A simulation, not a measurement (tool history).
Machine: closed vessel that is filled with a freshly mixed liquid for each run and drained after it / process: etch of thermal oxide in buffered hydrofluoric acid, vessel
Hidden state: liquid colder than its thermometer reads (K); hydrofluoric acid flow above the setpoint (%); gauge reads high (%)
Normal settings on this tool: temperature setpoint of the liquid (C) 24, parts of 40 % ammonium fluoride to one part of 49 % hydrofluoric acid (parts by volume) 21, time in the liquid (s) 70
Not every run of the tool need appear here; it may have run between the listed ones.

run,hour,temperature setpoint of the liquid (C),parts of 40 % ammonium fluoride to one part of 49 % hydrofluoric acid (parts by volume),time in the liquid (s),wafers since the last listed run,hours since the thermometer was replaced,hours since the hydrofluoric acid flow meter was replaced,hours since the gauge calibration,"read-back film thickness of the thermal oxide reference wafer, read on the same gauge (nm)",thickness taken off the thermal oxide on a monitor wafer (nm)
1,0,27.5,21,85,0,2042.4,1580.2,2092.1,39.98,63.37
2,105.4,27.5,21,85,7333,2147.8,1685.6,2197.5,39.99,63.36
3,207,24,21,70,7069,2249.4,1787.2,2299.1,40.01,42.97
4,273.6,24,21,85,4633,2316,1853.8,2365.7,40.03,52.49
# hour 335.1: thermometer replaced
5,378.2,24,21,85,7208,43.1,1958.4,2470.3,39.97,53.9
6,475.8,24,21,100,6790,140.7,2056,2567.9,40,63.18
7,523.4,24,21,70,3311,188.3,2103.6,2615.5,40,44.1
8,580.4,24,21,70,3965,245.3,2160.6,2672.5,40,44.22
# hour 606.5: hydrofluoric acid flow meter replaced
9,682.9,24,21,70,7062,347.8,76.4,2775,40.01,43.95
10,722.6,24,25,70,2762,387.5,116.1,2814.7,40.01,39.25
11,770.2,25.5,21,55,3311,435.1,163.7,2862.3,40,37.46
# hour 793.6: gauge calibrated
12,859.9,24,21,70,6241,524.8,253.4,66.3,40,43.82
13,1011.9,24,15,85,10575,676.8,405.4,218.3,40,73.74
14,1088.1,24,26.5,70,5301,753,481.6,294.5,40.01,37.48
15,1162.9,21.5,21,30,5204,827.8,556.4,369.3,40,16.31
16,1211.9,24,21,85,3409,876.8,605.4,418.3,39.99,52.99
17,1255.5,24,15,85,3033,920.4,649,461.9,40.01,73.66
18,1472.3,24,21,70,15084,1137.2,865.8,678.7,39.99,43.6
19,1577.3,27.5,23.5,70,7305,1242.2,970.8,783.7,39.99,48.78
20,1626.8,24,27.5,70,3444,1291.7,1020.3,833.2,39.99,36.16
21,1707.3,21.5,18.5,45,5601,1372.2,1100.8,913.7,39.99,27.16
22,1783.5,22.5,17.5,110,5301,1448.4,1177,989.9,39.98,73.76
23,1822.9,22.5,26,55,2741,1487.8,1216.4,1029.3,39.99,27.05
24,1908.2,26,26,100,5935,1573.1,1301.7,1114.6,39.98,60.12
25,2085.2,24,21,70,12315,1750.1,1478.7,1291.6,40,43.29
26,2145.9,27.5,15.5,70,4223,1810.8,1539.4,1352.3,40.01,69.9
27,2210.6,24,21,70,4501,1875.5,1604.1,1417,40.01,43.22
28,2282,24,21,30,4967,1946.9,1675.5,1488.4,40.02,18.59
29,2387.8,24,21,70,7361,2052.7,1781.3,1594.2,39.98,43.07
30,2485.9,24,18,105,6825,2150.8,1879.4,1692.3,40,74.32
31,2550.5,24,21,70,4494,2215.4,1944,1756.9,40.01,42.85
32,2630.3,20.5,21,35,5552,2295.2,2023.8,1836.7,40.02,17.7
33,2697.6,24,23.5,70,4682,2362.5,2091.1,1904,39.99,39.59

Below are 4 alternative next runs, each starting from the tool's condition after run 33. Predict each:
A,2698.3,20,21,70,48,2363.2,2091.8,1904.7,?,?
B,2698.3,21.5,21,90,48,2363.2,2091.8,1904.7,?,?
C,2698.3,24,17,70,48,2363.2,2091.8,1904.7,?,?
D,2698.3,25.5,29,45,48,2363.2,2091.8,1904.7,?,?

run,"read-back film thickness of the thermal oxide reference wafer, read on the same gauge (nm)",thickness taken off the thermal oxide on a monitor wafer (nm)
A,39.99,34.27
B,39.99,47.93
C,39.99,51.97
D,39.99,23.93
Had the tool no hidden state, the same runs would have come out as:
run,thickness taken off the thermal oxide on a monitor wafer (nm)
A,35.52
B,49.67
C,53.83
D,24.78
